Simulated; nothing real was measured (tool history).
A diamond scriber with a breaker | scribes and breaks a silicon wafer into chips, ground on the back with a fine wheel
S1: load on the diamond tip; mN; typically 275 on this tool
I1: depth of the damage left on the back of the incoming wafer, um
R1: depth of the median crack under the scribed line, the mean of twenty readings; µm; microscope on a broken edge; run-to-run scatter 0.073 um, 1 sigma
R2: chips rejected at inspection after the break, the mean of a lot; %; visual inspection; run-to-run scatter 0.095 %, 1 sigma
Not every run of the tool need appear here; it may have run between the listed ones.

Run 1, hour 0.0: usual settings but S1 245 mN; I1 1.98. Result: R1 7.51 µm, R2 3.22 %.
Run 2, hour 39.1: usual settings but S1 245 mN; I1 2.55. Result: R1 7.44 µm, R2 4.85 %.
At hour 54.7: diamond tip replaced by a new one.
Run 3, hour 110.9: usual settings but S1 233 mN; I1 2.99. Result: R1 7.10 µm, R2 8.28 %.
Run 4, hour 169.6: usual settings but S1 233 mN; I1 1.60. Result: R1 7.03 µm, R2 3.51 %.
Run 5, hour 314.6: usual settings but S1 304 mN; I1 2.74. Result: R1 8.42 µm, R2 3.47 %.
Run 6, hour 368.8: usual settings but S1 325 mN; I1 2.26. Result: R1 8.71 µm, R2 2.13 %.
Run 7, hour 424.0: usual settings but S1 325 mN; I1 2.93. Result: R1 8.74 µm, R2 3.72 %.
Run 8, hour 631.8: usual settings but S1 325 mN; I1 2.52. Result: R1 8.57 µm, R2 2.56 %.
Run 9, hour 680.6: usual settings but S1 296 mN; I1 2.89. Result: R1 8.23 µm, R2 4.07 %.
Run 10, hour 744.7: usual settings but S1 219 mN; I1 2.69. Result: R1 6.60 µm, R2 10.43 %.
Run 11, hour 816.6: usual settings; I1 1.54. Result: R1 7.50 µm, R2 1.97 %.
Run 12, hour 843.4: usual settings but S1 326 mN; I1 2.40. Result: R1 8.55 µm, R2 2.51 %.
At hour 860.8: diamond tip replaced by a new one.
At hour 890.8: load on the tip recalibrated.
Run 13, hour 900.8: usual settings; I1 2.15. Result: R1 8.47 µm, R2 1.86 %.
Run 14, hour 936.3: usual settings but S1 233 mN; I1 2.10. Result: R1 7.60 µm, R2 3.24 %.
Run 15, hour 972.3: usual settings but S1 346 mN; I1 1.59. Result: R1 9.76 µm, R2 3.16 %.
Run 16, hour 1039.0: usual settings but S1 204 mN; I1 2.30. Result: R1 7.03 µm, R2 6.45 %.
Run 17, hour 1094.4: usual settings but S1 198 mN; I1 2.83. Result: R1 6.86 µm, R2 9.75 %.
Run 18, hour 1144.5: usual settings; I1 2.51. Result: R1 8.30 µm, R2 2.51 %.
Run 19, hour 1169.5: usual settings but S1 218 mN; I1 1.79. Result: R1 7.35 µm, R2 3.93 %.

Predict each of these 4 candidate next runs independently; none follows another, all start after run 19:
Run A, hour 1170.0: usual settings; I1 2.52. Result: R1 ?, R2 ?.
Run B, hour 1170.0: usual settings but S1 338 mN; I1 2.52. Result: R1 ?, R2 ?.
Run C, hour 1170.0: usual settings but S1 328 mN; I1 2.52. Result: R1 ?, R2 ?.
Run D, hour 1170.0: usual settings but S1 201 mN; I1 2.52. Result: R1 ?, R2 ?.

run    R1    R2
  A  8.34  2.70
  B  9.51  4.02
  C  9.33  3.58
  D  6.85  8.13
Take away the tool's hidden state, keep each run's random variation, and the runs would have read:
run    R1    R2
  A  8.29  2.73
  B  9.45  3.89
  C  9.27  3.47
  D  6.81  8.41
